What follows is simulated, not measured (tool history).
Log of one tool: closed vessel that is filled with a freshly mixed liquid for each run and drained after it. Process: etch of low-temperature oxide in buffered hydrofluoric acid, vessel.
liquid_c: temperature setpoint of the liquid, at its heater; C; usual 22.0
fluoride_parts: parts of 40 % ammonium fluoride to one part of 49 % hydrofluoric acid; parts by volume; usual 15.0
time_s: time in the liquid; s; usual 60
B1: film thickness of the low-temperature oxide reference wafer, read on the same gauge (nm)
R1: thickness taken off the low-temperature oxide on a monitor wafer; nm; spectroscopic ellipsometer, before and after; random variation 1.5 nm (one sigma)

Run 1, hour 0.0: usual settings but time_s 35 s; B1 49.97. Result: R1 88.47 nm.
Run 2, hour 24.2: usual settings but fluoride_parts 19.0 parts by volume; B1 50.00. Result: R1 120.20 nm.
Run 3, hour 49.1: usual settings but time_s 75 s; B1 50.00. Result: R1 190.29 nm.
Run 4, hour 73.5: usual settings but liquid_c 20.0 C, time_s 70 s; B1 50.00. Result: R1 161.78 nm.
Run 5, hour 108.4: usual settings but liquid_c 20.0 C, time_s 70 s; B1 49.99. Result: R1 157.94 nm.
Run 6, hour 122.5: usual settings but time_s 85 s; B1 49.99. Result: R1 214.44 nm.
Run 7, hour 157.9: usual settings; B1 49.98. Result: R1 154.21 nm.
Run 8, hour 177.5: usual settings; B1 50.00. Result: R1 153.82 nm.
At hour 207.4: gauge calibrated.
Run 9, hour 209.3: usual settings but liquid_c 18.0 C; B1 50.01. Result: R1 122.26 nm.
At hour 221.7: hydrofluoric acid flow meter replaced.
Run 10, hour 222.8: usual settings but liquid_c 18.0 C; B1 50.01. Result: R1 123.50 nm.
Run 11, hour 241.2: usual settings but fluoride_parts 10.5 parts by volume; B1 50.00. Result: R1 218.06 nm.
Run 12, hour 254.1: usual settings; B1 50.00. Result: R1 154.64 nm.
Run 13, hour 282.0: usual settings but liquid_c 19.5 C, fluoride_parts 10.5 parts by volume, time_s 45 s; B1 50.02. Result: R1 141.28 nm.
Run 14, hour 316.3: usual settings but time_s 30 s; B1 50.01. Result: R1 76.85 nm.
At hour 324.4: thermometer replaced.
Run 15, hour 336.0: usual settings; B1 49.99. Result: R1 155.66 nm.
Run 16, hour 356.3: usual settings but liquid_c 26.5 C, fluoride_parts 11.0 parts by volume, time_s 50 s; B1 49.98. Result: R1 221.01 nm.

Run 17 comes next. What will it give?
Run 17, hour 373.3: usual settings but liquid_c 25.5 C, fluoride_parts 12.0 parts by volume, time_s 80 s; B1 ?. Result: R1 ?.

B1: 50.03
R1: 303.64 nm
Without the tool's hidden state the same run would have given R1 303.64 nm.

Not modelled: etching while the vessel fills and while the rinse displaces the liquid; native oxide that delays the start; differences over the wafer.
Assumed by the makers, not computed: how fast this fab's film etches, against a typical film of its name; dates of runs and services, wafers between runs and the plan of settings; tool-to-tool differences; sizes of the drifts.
